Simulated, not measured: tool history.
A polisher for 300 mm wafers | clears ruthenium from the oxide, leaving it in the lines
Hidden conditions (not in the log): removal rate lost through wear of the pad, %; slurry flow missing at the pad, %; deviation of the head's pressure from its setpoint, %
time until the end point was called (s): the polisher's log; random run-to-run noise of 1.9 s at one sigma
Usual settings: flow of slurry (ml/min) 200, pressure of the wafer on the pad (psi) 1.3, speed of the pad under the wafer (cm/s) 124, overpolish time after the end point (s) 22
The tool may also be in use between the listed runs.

run	hour	flow of slurry (ml/min)	pressure of the wafer on the pad (psi)	speed of the pad under the wafer (cm/s)	overpolish time after the end point (s)	wafers since the last listed run	wafers polished on this pad	hours since the slurry nozzle was cleaned	hours since the head pressure was calibrated	incoming thickness of the incoming film, nm	time until the end point was called (s)
1	0.0	200	1.6	102	22	0	560	231.5	390.2	94.6	129.5
2	49.9	200	1.6	102	22	303	864	281.4	440.1	95.1	132.3
3	92.7	200	1.3	92	22	260	1124	324.2	482.9	96.2	188.7
# hour 110.2: worn pad replaced by a new one
4	126.9	200	1.3	92	22	183	101	358.4	517.1	94.2	181.4
5	178.4	200	1.3	92	22	313	415	409.9	568.6	93.4	182.4
6	209.3	200	1.3	124	22	187	602	440.8	599.5	94.6	139.1
7	233.7	200	1.3	124	22	148	751	465.2	623.9	95.9	141.0
8	282.6	200	0.9	124	22	297	1048	514.1	672.8	94.2	199.5
# hour 313.8: worn pad replaced by a new one
9	333.9	200	1.3	124	18	287	122	565.4	724.1	94.1	137.3
# hour 350.8: slurry nozzle cleaned
10	396.0	200	1.6	124	27	371	493	45.2	786.2	94.8	105.3
11	443.6	140	1.0	136	17	289	783	92.8	833.8	95.7	165.0
# hour 463.2: head pressure recalibrated
12	507.7	170	0.8	84	26	377	1160	156.9	44.5	95.2	323.7
# hour 530.3: worn pad replaced by a new one
13	569.2	140	1.0	136	17	349	236	218.4	106.0	93.3	170.0
14	632.0	150	1.3	108	32	381	618	281.2	168.8	93.6	160.7
15	679.5	200	1.7	162	11	288	907	328.7	216.3	93.6	78.7

Alternative continuations, all from the tool just after run 15; predict every row:
A	680.0	200	1.3	124	22	3	910	329.2	216.8	95.0	?
B	680.0	220	1.3	124	12	3	910	329.2	216.8	95.0	?
C	680.0	200	1.1	124	30	3	910	329.2	216.8	95.0	?
D	680.0	200	1.3	104	34	3	910	329.2	216.8	95.0	?

run	time until the end point was called (s)
A	134.4
B	131.7
C	158.9
D	160.3
Without the tool's unlogged condition, the same runs would have read:
run	time until the end point was called (s)
A	124.0
B	122.4
C	146.6
D	147.9
